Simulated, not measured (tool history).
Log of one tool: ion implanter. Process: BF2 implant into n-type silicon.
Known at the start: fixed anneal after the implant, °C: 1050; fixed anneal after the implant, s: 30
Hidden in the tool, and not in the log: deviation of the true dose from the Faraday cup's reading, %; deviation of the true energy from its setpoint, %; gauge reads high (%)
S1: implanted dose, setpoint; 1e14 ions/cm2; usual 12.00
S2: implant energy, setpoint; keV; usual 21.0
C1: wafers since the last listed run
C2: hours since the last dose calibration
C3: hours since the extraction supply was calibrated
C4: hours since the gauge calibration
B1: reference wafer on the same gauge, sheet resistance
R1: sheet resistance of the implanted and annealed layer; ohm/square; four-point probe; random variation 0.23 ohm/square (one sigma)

| run | hour | S1 | S2 | C1 | C2 | C3 | C4 | B1 | R1 |
|---|---|---|---|---|---|---|---|---|---|
| 1 | 0.0 | 12.00 | 24.0 | 0 | 1593.1 | 7069.9 | 236.4 | 114.01 | 115.97 |
| 2 | 12.3 | 12.00 | 24.0 | 352 | 1605.4 | 7082.2 | 248.7 | 114.01 | 115.75 |
| 3 | 27.0 | 12.00 | 24.0 | 421 | 1620.1 | 7096.9 | 263.4 | 113.98 | 116.49 |
| 4 | 42.0 | 12.00 | 21.0 | 430 | 1635.1 | 7111.9 | 278.4 | 113.99 | 120.44 |
| 5 | 55.1 | 12.00 | 23.0 | 375 | 1648.2 | 7125.0 | 291.5 | 114.00 | 117.56 |
|  | 64.7 | gauge calibrated |
| 6 | 65.2 | 12.00 | 17.0 | 289 | 1658.3 | 7135.1 | 0.5 | 114.02 | 126.67 |
| 7 | 108.5 | 12.00 | 17.0 | 1242 | 1701.6 | 7178.4 | 43.8 | 113.99 | 127.07 |
| 8 | 122.4 | 12.00 | 25.5 | 398 | 1715.5 | 7192.3 | 57.7 | 113.97 | 114.49 |
| 9 | 130.5 | 12.00 | 25.5 | 232 | 1723.6 | 7200.4 | 65.8 | 114.07 | 114.58 |
| 10 | 147.8 | 12.00 | 21.0 | 496 | 1740.9 | 7217.7 | 83.1 | 114.01 | 120.62 |
| 11 | 155.8 | 12.00 | 21.0 | 229 | 1748.9 | 7225.7 | 91.1 | 114.00 | 120.28 |
| 12 | 171.4 | 12.00 | 21.0 | 447 | 1764.5 | 7241.3 | 106.7 | 113.99 | 120.50 |
|  | 207.3 | Faraday cup replaced and dose calibrated |
| 13 | 207.8 | 12.00 | 21.0 | 814 | 0.5 | 7277.7 | 143.1 | 114.06 | 122.40 |
| 14 | 218.4 | 12.00 | 21.0 | 304 | 11.1 | 7288.3 | 153.7 | 113.99 | 122.59 |
| 15 | 225.7 | 12.00 | 21.0 | 209 | 18.4 | 7295.6 | 161.0 | 113.99 | 122.72 |
| 16 | 232.7 | 15.55 | 21.0 | 200 | 25.4 | 7302.6 | 168.0 | 113.94 | 107.15 |
| 17 | 250.2 | 10.95 | 16.5 | 502 | 42.9 | 7320.1 | 185.5 | 113.96 | 137.39 |
|  | 306.3 | Faraday cup replaced and dose calibrated, repeated, since the last time left the tool worse |
| 18 | 306.8 | 12.00 | 21.0 | 1394 | 0.5 | 7376.7 | 242.1 | 113.94 | 117.62 |
| 19 | 316.6 | 12.94 | 16.0 | 281 | 10.3 | 7386.5 | 251.9 | 114.02 | 122.31 |
| 20 | 323.6 | 12.00 | 21.0 | 200 | 17.3 | 7393.5 | 258.9 | 113.98 | 118.02 |
| 21 | 334.4 | 12.00 | 21.0 | 309 | 28.1 | 7404.3 | 269.7 | 114.05 | 117.56 |
| 22 | 348.6 | 12.00 | 21.0 | 407 | 42.3 | 7418.5 | 283.9 | 114.07 | 117.88 |
| 23 | 357.3 | 12.00 | 17.5 | 249 | 51.0 | 7427.2 | 292.6 | 113.96 | 123.52 |
| 24 | 370.9 | 12.00 | 17.0 | 390 | 64.6 | 7440.8 | 306.2 | 114.02 | 124.73 |
|  | 378.7 | gauge calibrated |
| 25 | 387.3 | 15.45 | 21.0 | 470 | 81.0 | 7457.2 | 8.6 | 114.04 | 105.10 |
|  | 398.8 | extraction supply calibrated |
| 26 | 399.3 | 8.96 | 26.0 | 114 | 93.0 | 0.5 | 20.6 | 113.99 | 137.21 |
| 27 | 407.2 | 15.15 | 27.0 | 226 | 100.9 | 8.4 | 28.5 | 113.94 | 98.41 |
| 28 | 414.5 | 12.00 | 15.5 | 209 | 108.2 | 15.7 | 35.8 | 114.02 | 127.26 |
| 29 | 431.8 | 12.00 | 21.0 | 496 | 125.5 | 33.0 | 53.1 | 114.07 | 117.81 |
| 30 | 448.5 | 13.94 | 15.5 | 479 | 142.2 | 49.7 | 69.8 | 113.94 | 119.25 |
| 31 | 466.1 | 9.20 | 21.0 | 504 | 159.8 | 67.3 | 87.4 | 114.04 | 139.26 |
| 32 | 479.1 | 15.42 | 21.0 | 372 | 172.8 | 80.3 | 100.4 | 113.98 | 105.25 |
| 33 | 490.2 | 13.04 | 18.5 | 318 | 183.9 | 91.4 | 111.5 | 114.03 | 116.80 |
| 34 | 498.1 | 12.00 | 21.0 | 226 | 191.8 | 99.3 | 119.4 | 114.02 | 117.87 |
| 35 | 505.1 | 12.00 | 21.0 | 200 | 198.8 | 106.3 | 126.4 | 113.99 | 117.51 |
| 36 | 522.8 | 15.28 | 26.5 | 507 | 216.5 | 124.0 | 144.1 | 114.01 | 98.44 |

Forecast each of these 5 alternatives for the next run:
| A | 523.2 | 12.00 | 14.0 | 11 | 216.9 | 124.4 | 144.5 | ? | ? |
| B | 523.2 | 10.02 | 24.0 | 11 | 216.9 | 124.4 | 144.5 | ? | ? |
| C | 523.2 | 8.52 | 21.0 | 11 | 216.9 | 124.4 | 144.5 | ? | ? |
| D | 523.2 | 10.48 | 17.0 | 11 | 216.9 | 124.4 | 144.5 | ? | ? |
| E | 523.2 | 15.29 | 21.0 | 11 | 216.9 | 124.4 | 144.5 | ? | ? |

| run | B1 | R1 |
|---|---|---|
| A | 114.02 | 130.74 |
| B | 114.02 | 127.84 |
| C | 114.02 | 147.41 |
| D | 114.02 | 134.24 |
| E | 114.02 | 105.24 |
Without the tool's hidden state the same runs would have given:
| run | R1 |
|---|---|
| A | 130.87 |
| B | 128.01 |
| C | 147.62 |
| D | 134.40 |
| E | 105.32 |

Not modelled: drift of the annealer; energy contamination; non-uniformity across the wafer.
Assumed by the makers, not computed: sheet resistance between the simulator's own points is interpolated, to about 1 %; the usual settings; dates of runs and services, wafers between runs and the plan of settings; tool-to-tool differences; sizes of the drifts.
